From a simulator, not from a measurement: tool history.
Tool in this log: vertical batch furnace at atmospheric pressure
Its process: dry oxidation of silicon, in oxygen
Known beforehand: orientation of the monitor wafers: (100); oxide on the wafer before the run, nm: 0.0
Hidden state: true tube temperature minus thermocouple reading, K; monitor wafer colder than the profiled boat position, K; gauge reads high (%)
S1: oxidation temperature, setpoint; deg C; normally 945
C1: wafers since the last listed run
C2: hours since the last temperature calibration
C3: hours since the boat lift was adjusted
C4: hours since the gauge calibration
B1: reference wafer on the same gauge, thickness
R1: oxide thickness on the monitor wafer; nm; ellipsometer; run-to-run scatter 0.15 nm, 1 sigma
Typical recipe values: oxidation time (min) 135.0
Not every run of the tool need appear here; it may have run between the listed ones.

{"run": 1, "hour": 0.0, "S1": 945, "oxidation time (min)": 135.0, "C1": 0, "C2": 1915.5, "C3": 4566.8, "C4": 119.4, "B1": 58.09, "R1": 52.34}
{"run": 2, "hour": 33.4, "S1": 935, "oxidation time (min)": 135.0, "C1": 239, "C2": 1948.9, "C3": 4600.2, "C4": 152.8, "B1": 58.06, "R1": 47.35}
{"run": 3, "hour": 50.8, "S1": 945, "oxidation time (min)": 135.0, "C1": 125, "C2": 1966.3, "C3": 4617.6, "C4": 170.2, "B1": 58.05, "R1": 52.27}
{"run": 4, "hour": 74.9, "S1": 945, "oxidation time (min)": 135.0, "C1": 173, "C2": 1990.4, "C3": 4641.7, "C4": 194.3, "B1": 58.09, "R1": 52.47}
{"run": 5, "hour": 179.7, "S1": 945, "oxidation time (min)": 135.0, "C1": 752, "C2": 2095.2, "C3": 4746.5, "C4": 299.1, "B1": 58.15, "R1": 52.85}
{"run": 6, "hour": 197.0, "S1": 945, "oxidation time (min)": 135.0, "C1": 124, "C2": 2112.5, "C3": 4763.8, "C4": 316.4, "B1": 58.15, "R1": 52.8}
{"run": 7, "hour": 225.1, "S1": 945, "oxidation time (min)": 135.0, "C1": 201, "C2": 2140.6, "C3": 4791.9, "C4": 344.5, "B1": 58.08, "R1": 52.75}
{"run": 8, "hour": 258.4, "S1": 945, "oxidation time (min)": 135.0, "C1": 239, "C2": 2173.9, "C3": 4825.2, "C4": 377.8, "B1": 58.13, "R1": 52.64}
{"run": 9, "hour": 274.8, "S1": 945, "oxidation time (min)": 135.0, "C1": 117, "C2": 2190.3, "C3": 4841.6, "C4": 394.2, "B1": 58.1, "R1": 52.67}
{"run": 10, "hour": 334.6, "S1": 945, "oxidation time (min)": 135.0, "C1": 429, "C2": 2250.1, "C3": 4901.4, "C4": 454.0, "B1": 58.09, "R1": 52.64}
{"run": 11, "hour": 430.4, "S1": 945, "oxidation time (min)": 135.0, "C1": 688, "C2": 2345.9, "C3": 4997.2, "C4": 549.8, "B1": 58.09, "R1": 53.16}
{"hour": 484.7, "done": "boat lift adjusted"}
{"run": 12, "hour": 485.2, "S1": 945, "oxidation time (min)": 135.0, "C1": 221, "C2": 2400.7, "C3": 0.5, "C4": 604.6, "B1": 58.09, "R1": 53.09}
{"run": 13, "hour": 497.3, "S1": 945, "oxidation time (min)": 135.0, "C1": 86, "C2": 2412.8, "C3": 12.6, "C4": 616.7, "B1": 58.13, "R1": 53.13}
{"run": 14, "hour": 509.8, "S1": 945, "oxidation time (min)": 135.0, "C1": 89, "C2": 2425.3, "C3": 25.1, "C4": 629.2, "B1": 58.08, "R1": 53.22}
{"run": 15, "hour": 529.9, "S1": 945, "oxidation time (min)": 135.0, "C1": 144, "C2": 2445.4, "C3": 45.2, "C4": 649.3, "B1": 58.1, "R1": 53.01}
{"run": 16, "hour": 565.1, "S1": 931, "oxidation time (min)": 135.0, "C1": 252, "C2": 2480.6, "C3": 80.4, "C4": 684.5, "B1": 58.08, "R1": 45.99}
{"hour": 594.0, "done": "thermocouples replaced and temperature profile calibrated"}
{"run": 17, "hour": 594.5, "S1": 935, "oxidation time (min)": 169.5, "C1": 38, "C2": 0.5, "C3": 109.8, "C4": 713.9, "B1": 58.1, "R1": 54.47}
{"run": 18, "hour": 611.8, "S1": 945, "oxidation time (min)": 135.0, "C1": 124, "C2": 17.8, "C3": 127.1, "C4": 731.2, "B1": 58.1, "R1": 51.12}
{"run": 19, "hour": 627.0, "S1": 945, "oxidation time (min)": 135.0, "C1": 109, "C2": 33.0, "C3": 142.3, "C4": 746.4, "B1": 58.14, "R1": 51.18}
{"run": 20, "hour": 643.1, "S1": 932, "oxidation time (min)": 135.0, "C1": 115, "C2": 49.1, "C3": 158.4, "C4": 762.5, "B1": 58.07, "R1": 44.39}
{"run": 21, "hour": 656.8, "S1": 945, "oxidation time (min)": 135.0, "C1": 98, "C2": 62.8, "C3": 172.1, "C4": 776.2, "B1": 58.14, "R1": 51.21}
{"run": 22, "hour": 688.1, "S1": 927, "oxidation time (min)": 82.5, "C1": 224, "C2": 94.1, "C3": 203.4, "C4": 807.5, "B1": 58.12, "R1": 29.86}
{"run": 23, "hour": 709.6, "S1": 945, "oxidation time (min)": 108.5, "C1": 154, "C2": 115.6, "C3": 224.9, "C4": 829.0, "B1": 58.11, "R1": 43.74}
{"hour": 728.9, "done": "gauge calibrated"}
{"run": 24, "hour": 742.3, "S1": 945, "oxidation time (min)": 169.0, "C1": 234, "C2": 148.3, "C3": 257.6, "C4": 13.4, "B1": 58.05, "R1": 60.26}
{"run": 25, "hour": 770.3, "S1": 928, "oxidation time (min)": 91.5, "C1": 201, "C2": 176.3, "C3": 285.6, "C4": 41.4, "B1": 58.04, "R1": 32.53}
{"run": 26, "hour": 798.2, "S1": 922, "oxidation time (min)": 163.0, "C1": 200, "C2": 204.2, "C3": 313.5, "C4": 69.3, "B1": 58.12, "R1": 46.04}
{"run": 27, "hour": 812.2, "S1": 945, "oxidation time (min)": 185.0, "C1": 100, "C2": 218.2, "C3": 327.5, "C4": 83.3, "B1": 58.07, "R1": 64.45}
{"run": 28, "hour": 843.0, "S1": 945, "oxidation time (min)": 135.0, "C1": 221, "C2": 249.0, "C3": 358.3, "C4": 114.1, "B1": 58.11, "R1": 51.1}
{"run": 29, "hour": 866.6, "S1": 953, "oxidation time (min)": 155.0, "C1": 169, "C2": 272.6, "C3": 381.9, "C4": 137.7, "B1": 58.13, "R1": 61.23}
{"run": 30, "hour": 928.3, "S1": 926, "oxidation time (min)": 80.5, "C1": 443, "C2": 334.3, "C3": 443.6, "C4": 199.4, "B1": 58.1, "R1": 29.26}

Predict each of these 4 candidate next runs independently; none follows another, all start after run 30:
{"run": "A", "hour": 934.8, "S1": 945, "oxidation time (min)": 183.5, "C1": 46, "C2": 340.8, "C3": 450.1, "C4": 205.9, "B1": "?", "R1": "?"}
{"run": "B", "hour": 934.8, "S1": 937, "oxidation time (min)": 99.5, "C1": 46, "C2": 340.8, "C3": 450.1, "C4": 205.9, "B1": "?", "R1": "?"}
{"run": "C", "hour": 934.8, "S1": 933, "oxidation time (min)": 135.0, "C1": 46, "C2": 340.8, "C3": 450.1, "C4": 205.9, "B1": "?", "R1": "?"}
{"run": "D", "hour": 934.8, "S1": 936, "oxidation time (min)": 73.0, "C1": 46, "C2": 340.8, "C3": 450.1, "C4": 205.9, "B1": "?", "R1": "?"}

run=A B1=58.09 R1=64.17
run=B B1=58.09 R1=37.86
run=C B1=58.09 R1=45.13
run=D B1=58.09 R1=30.24
Stripped of hidden state, with their random variation kept, the same runs would have yielded:
run=A R1=63.84
run=B R1=37.66
run=C R1=44.89
run=D R1=30.08
